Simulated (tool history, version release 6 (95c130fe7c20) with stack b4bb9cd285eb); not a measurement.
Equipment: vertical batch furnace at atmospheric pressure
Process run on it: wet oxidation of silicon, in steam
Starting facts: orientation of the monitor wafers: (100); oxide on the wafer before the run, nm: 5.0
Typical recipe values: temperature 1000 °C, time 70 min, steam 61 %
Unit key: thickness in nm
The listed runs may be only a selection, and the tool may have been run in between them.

run,hour,temperature,time,steam,wafers since the last listed run,hours since the last temperature calibration,hours since the steam generator was serviced,hours since the gauge calibration,"read-back reference wafer on the same gauge, thickness",thickness
1,0,1000,70,61,0,3541.7,1152.3,82.3,279.03,354.01
2,20.8,1000,70,61,448,3562.5,1173.1,103.1,279.02,355.46
3,51.4,1000,70,61,660,3593.1,1203.7,133.7,279.02,354.19
4,65,1000,96,52,293,3606.7,1217.3,147.3,279.12,394.42
5,98.9,1000,96,52,731,3640.6,1251.2,181.2,278.97,394.86
6,110.9,1000,70,61,258,3652.6,1263.2,193.2,278.84,353.53
7,123.5,1000,70,61,271,3665.2,1275.8,205.8,279.02,353.22
8,142.5,1000,70,61,410,3684.2,1294.8,224.8,278.85,353.62
9,168.1,980,70,61,552,3709.8,1320.4,250.4,278.88,301.56
# hour 206.8: thermocouples replaced and temperature profile calibrated
10,207.3,980,70,61,328,0.5,1359.6,289.6,279.12,288.9
# hour 211.4: gauge calibrated
11,229.9,977,70,71,487,23.1,1382.2,18.5,278.99,315.26
12,252.8,1000,70,55,494,46,1405.1,41.4,278.94,316.84
# hour 288.3: steam generator serviced
13,288.8,1000,70,61,258,82,0.5,77.4,278.9,348.7
14,302.2,989,58.5,53,289,95.4,13.9,90.8,278.89,253.91
15,319.3,1000,70,61,369,112.5,31,107.9,279.05,350.97
16,333.9,1000,93.5,50,315,127.1,45.6,122.5,278.87,373.61
17,362,981,80.5,64,606,155.2,73.7,150.6,279.02,344.45
18,388.4,1000,70,49,569,181.6,100.1,177,278.96,300.4
19,406.9,1009,70,53,399,200.1,118.6,195.5,279.13,340.31
20,426.8,1015,70,61,429,220,138.5,215.4,278.78,391.32

Same runs, no hidden state in the tool, same run-to-run variation:
The hidden state here: true tube temperature minus thermocouple reading, K; steam share off its setpoint, % of the setpoint; gauge reads high (%).
run,thickness
1,346.02
2,347.6
3,346.61
4,386.6
5,387.35
6,346.47
7,346.28
8,346.84
9,294.64
10,294.14
11,320.87
12,322.36
13,345.73
14,251.22
15,347.62
16,369.97
17,340.38
18,296.69
19,336.28
20,386.87

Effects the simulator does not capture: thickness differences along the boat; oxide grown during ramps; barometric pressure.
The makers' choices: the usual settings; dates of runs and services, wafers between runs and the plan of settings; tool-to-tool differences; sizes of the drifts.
